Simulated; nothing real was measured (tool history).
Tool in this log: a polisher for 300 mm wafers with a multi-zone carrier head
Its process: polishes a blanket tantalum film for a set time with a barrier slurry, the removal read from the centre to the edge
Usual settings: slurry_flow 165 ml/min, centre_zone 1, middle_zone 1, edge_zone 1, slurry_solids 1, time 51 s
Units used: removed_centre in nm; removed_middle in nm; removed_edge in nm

run     day  slurry_flow  centre_zone  middle_zone  edge_zone  slurry_solids  time  wafers since the last listed run  wafers polished on this pad  hours since the slurry nozzle was cleaned  hours since the centre zone pressure was calibrated  hours since the edge zone pressure was calibrated  hours since the carrier head's membrane was replaced  incoming thickness of the incoming film, nm  removed_centre  removed_middle  removed_edge
  1       0          165            1            1          1              1    51                                 0                         2154                                      112.9                                                 55.6                                              143.5                                                 317.8                                        249.8            90.7            87.9          89.3
  2   2.446          165            1            1          1              1    51                               730                         2885                                      171.6                                                114.3                                              202.2                                                 376.5                                        248.2            90.8              88          89.2
  3   6.683          165            1            1          1              1    51                              1265                         4151                                      273.3                                                  216                                              303.9                                                 478.2                                        248.7            87.4            86.3          88.6
      6.879  -- worn pad replaced by a new one
  4   8.471          165            1            1          1              1    45                               484                          475                                      316.2                                                258.9                                              346.8                                                 521.1                                        246.7            76.8            75.2          77.1
      8.938  -- slurry nozzle cleaned
     10.962  -- centre zone pressure recalibrated
  5  11.492          165            1            1          1              1    51                               865                         1340                                       61.3                                                 12.7                                              419.3                                                 593.6                                        246.6            89.9            87.5            89
  6  15.958          165            1            1          1              1    51                              1334                         2674                                      168.5                                                119.9                                              526.5                                                 700.8                                        250.7            90.4            86.7            90
  7  20.367          140            1            1          1              1    51                              1316                         3991                                      274.3                                                225.7                                              632.3                                                 806.6                                          252            83.5            82.1          86.3
     21.983  -- slurry nozzle cleaned
  8  22.642          140            1            1          1              1    51                               666                         4658                                       15.8                                                280.3                                              686.9                                                 861.2                                        252.6            86.8            83.5          87.8
     22.808  -- worn pad replaced by a new one
  9    25.3          165            1            1       1.05              1    51                               744                          744                                       79.6                                                344.1                                              750.7                                                   925                                        244.7            90.5            86.6          92.1
 10  26.883          165            1            1       1.05              1    51                               473                         1217                                      117.6                                                382.1                                              788.7                                                   963                                        251.9            91.1            88.7          91.8
     27.367  -- centre zone pressure recalibrated
 11  28.412          165         0.93            1          1              1    51                               431                         1649                                      154.3                                                 25.1                                              825.4                                                 999.7                                        250.4              84            88.4          89.8
 12  31.612          195            1            1          1              1    58                               955                         2605                                      231.1                                                101.9                                              902.2                                                1076.5                                        252.1             104           100.9         104.8
     33.842  -- edge zone pressure recalibrated
 13  35.879          165            1            1       0.94              1    51                              1249                         3855                                      333.5                                                204.3                                               48.9                                                1178.9                                        252.6            85.8            84.2          84.6
     36.883  -- slurry nozzle cleaned
     37.938  -- worn pad replaced by a new one
 14  39.879          165            1            1          1            0.7    51                              1132                          579                                       71.9                                                300.3                                              144.9                                                1274.9                                        252.5            83.1            80.8          82.7
     40.796  -- centre zone pressure recalibrated
 15  43.362          165            1            1          1              1    51                              1015                         1595                                      155.5                                                 61.6                                              228.5                                                1358.5                                        252.5            89.1              88          89.5
     47.708  -- carrier head's membrane replaced by a new one
     49.296  -- slurry nozzle cleaned
     51.696  -- worn pad replaced by a new one
 16  51.975          165            1            1          1              1    51                              2448                           83                                       64.3                                                268.3                                              435.2                                                 102.4                                        255.1            90.7            87.7          90.6
     56.388  -- centre zone pressure recalibrated
 17  56.408          165            1            1          1              1    56                              1299                         1382                                      170.7                                                  0.5                                              541.6                                                 208.8                                        246.3            97.6            95.1            99
 18  58.196          165            1            1          1              1    51                               533                         1916                                      213.6                                                 43.4                                              584.5                                                 251.7                                        252.2            89.5            86.9          89.2
 19  62.571          115            1            1       0.91              1    40                              1306                         3223                                      318.6                                                148.4                                              689.5                                                 356.7                                        246.4            60.8            60.1          61.4
     64.067  -- worn pad replaced by a new one
 20  65.475          165            1            1          1              1    51                               817                          421                                      388.3                                                218.1                                              759.2                                                 426.4                                          252            84.1            82.7            86
     65.625  -- slurry nozzle cleaned
 21  68.183          165            1            1          1              1    51                               796                         1217                                       61.4                                                283.1                                              824.2                                                 491.4                                          247            91.7            87.6          91.1
 22  70.142          165            1            1       1.06              1    51                               585                         1802                                      108.4                                                330.1                                              871.2                                                 538.4                                        245.3              89            86.9          93.3

Entry by entry between the runs, the difference in hidden state between the last listed run before and the first listed run after:
Run 3 -> run 4: worn pad replaced by a new one (day 6.879)
  slurry flow missing at the pad, %: 12.4 -> 16.6
  measured minus no-state result, removed_centre: -2.7 -> -3.4 nm; removed_middle: -2.4 -> -3 nm; removed_edge: -1.8 -> -2.2 nm
Run 4 -> run 5: slurry nozzle cleaned (day 8.938); centre zone pressure recalibrated (day 10.962)
  slurry flow missing at the pad, %: 16.6 -> 1.02
  measured minus no-state result, removed_centre: -3.4 -> -0.2 nm; removed_middle: -3 -> -0.2 nm; removed_edge: -2.2 -> -0.1 nm
Run 7 -> run 8: slurry nozzle cleaned (day 21.983)
  slurry flow missing at the pad, %: 12.9 -> 1.4
  measured minus no-state result, removed_centre: -3.3 -> -0.3 nm; removed_middle: -2.9 -> -0.3 nm; removed_edge: -2 -> -0.2 nm
Run 8 -> run 9: worn pad replaced by a new one (day 22.808)
  slurry flow missing at the pad, %: 1.4 -> 2.41
  measured minus no-state result, removed_centre: -0.3 -> -0.5 nm; removed_middle: -0.3 -> -0.4 nm; removed_edge: -0.2 -> -0.3 nm
Run 10 -> run 11: centre zone pressure recalibrated (day 27.367)
  slurry flow missing at the pad, %: 3.65 -> 5.31
  measured minus no-state result, removed_centre: -0.8 -> -1 nm; removed_middle: -0.6 -> -1 nm; removed_edge: -0.5 -> -0.7 nm
Run 12 -> run 13: edge zone pressure recalibrated (day 33.842)
  slurry flow missing at the pad, %: 10.2 -> 19.8
  measured minus no-state result, removed_centre: -2.1 -> -4.8 nm; removed_middle: -1.9 -> -4.2 nm; removed_edge: -1.4 -> -3 nm
Run 13 -> run 14: slurry nozzle cleaned (day 36.883); worn pad replaced by a new one (day 37.938)
  slurry flow missing at the pad, %: 19.8 -> 4.17
  measured minus no-state result, removed_centre: -4.8 -> -0.8 nm; removed_middle: -4.2 -> -0.7 nm; removed_edge: -3 -> -0.5 nm
Run 14 -> run 15: centre zone pressure recalibrated (day 40.796)
  slurry flow missing at the pad, %: 4.17 -> 7.31
  measured minus no-state result, removed_centre: -0.8 -> -1.5 nm; removed_middle: -0.7 -> -1.3 nm; removed_edge: -0.5 -> -1 nm
Run 15 -> run 16: carrier head's membrane replaced by a new one (day 47.708); slurry nozzle cleaned (day 49.296); worn pad replaced by a new one (day 51.696)
  slurry flow missing at the pad, %: 7.31 -> 1.35
  measured minus no-state result, removed_centre: -1.5 -> -0.3 nm; removed_middle: -1.3 -> -0.2 nm; removed_edge: -1 -> -0.2 nm
Run 16 -> run 17: centre zone pressure recalibrated (day 56.388)
  slurry flow missing at the pad, %: 1.35 -> 5.49
  measured minus no-state result, removed_centre: -0.3 -> -1.2 nm; removed_middle: -0.2 -> -1.1 nm; removed_edge: -0.2 -> -0.8 nm
Run 19 -> run 20: worn pad replaced by a new one (day 64.067)
  slurry flow missing at the pad, %: 17.5 -> 25.6
  measured minus no-state result, removed_centre: -4.4 -> -6.7 nm; removed_middle: -3.8 -> -5.9 nm; removed_edge: -2.6 -> -4.3 nm
Run 20 -> run 21: slurry nozzle cleaned (day 65.625)
  slurry flow missing at the pad, %: 25.6 -> 0.808
  measured minus no-state result, removed_centre: -6.7 -> -0.2 nm; removed_middle: -5.9 -> -0.1 nm; removed_edge: -4.3 -> -0.1 nm

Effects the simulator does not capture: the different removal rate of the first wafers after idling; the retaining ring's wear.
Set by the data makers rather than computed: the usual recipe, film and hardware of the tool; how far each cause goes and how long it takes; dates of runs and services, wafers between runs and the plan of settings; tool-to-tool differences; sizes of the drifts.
